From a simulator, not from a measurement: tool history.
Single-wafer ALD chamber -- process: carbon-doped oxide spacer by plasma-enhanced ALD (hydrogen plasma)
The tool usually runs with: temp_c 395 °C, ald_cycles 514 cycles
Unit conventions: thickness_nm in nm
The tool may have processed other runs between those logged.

run	hour	temp_c	ald_cycles	wafers since the last listed run	hours since the last thermocouple change	hours since the gauge calibration	read-back reference wafer on the same gauge, thickness_nm	thickness_nm
1	0	407	514	0	891.8	152.7	21.732	23.787
2	12.6	407	514	10	904.4	165.3	21.77	23.909
3	28.4	395	514	13	920.2	181.1	21.786	24.269
4	62.2	395	514	28	954	214.9	21.817	24.279
5	92.3	395	451	25	984.1	245	21.844	21.334
6	110.1	395	451	14	1001.9	262.8	21.875	21.386
7	130.7	395	514	17	1022.5	283.4	21.835	24.433
8	149.4	389	476	15	1041.2	302.1	21.896	22.589
9	180	389	476	25	1071.8	332.7	21.92	22.753
10	200.5	395	514	17	1092.3	353.2	21.906	24.43
11	222.5	395	514	18	1114.3	375.2	21.94	24.582
12	255.8	395	514	27	1147.6	408.5	21.94	24.396
13	273.4	395	514	14	1165.2	426.1	21.937	24.498
# hour 283.6: thermocouple changed; heater temperature recalibrated
14	304.1	395	514	19	20.5	456.8	21.945	24.469
15	385.5	395	514	68	101.9	538.2	21.969	24.467

Run 16 comes next. What will it give?
# hour 399: gauge calibrated
16	417.1	381	472	26	133.5	18.1	?	?

read-back reference wafer on the same gauge, thickness_nm: 21.436
thickness_nm: 21.955 nm
Take away the tool's hidden state, keep the run-to-run variation as it was, and the same run would have given thickness_nm 21.935 nm.
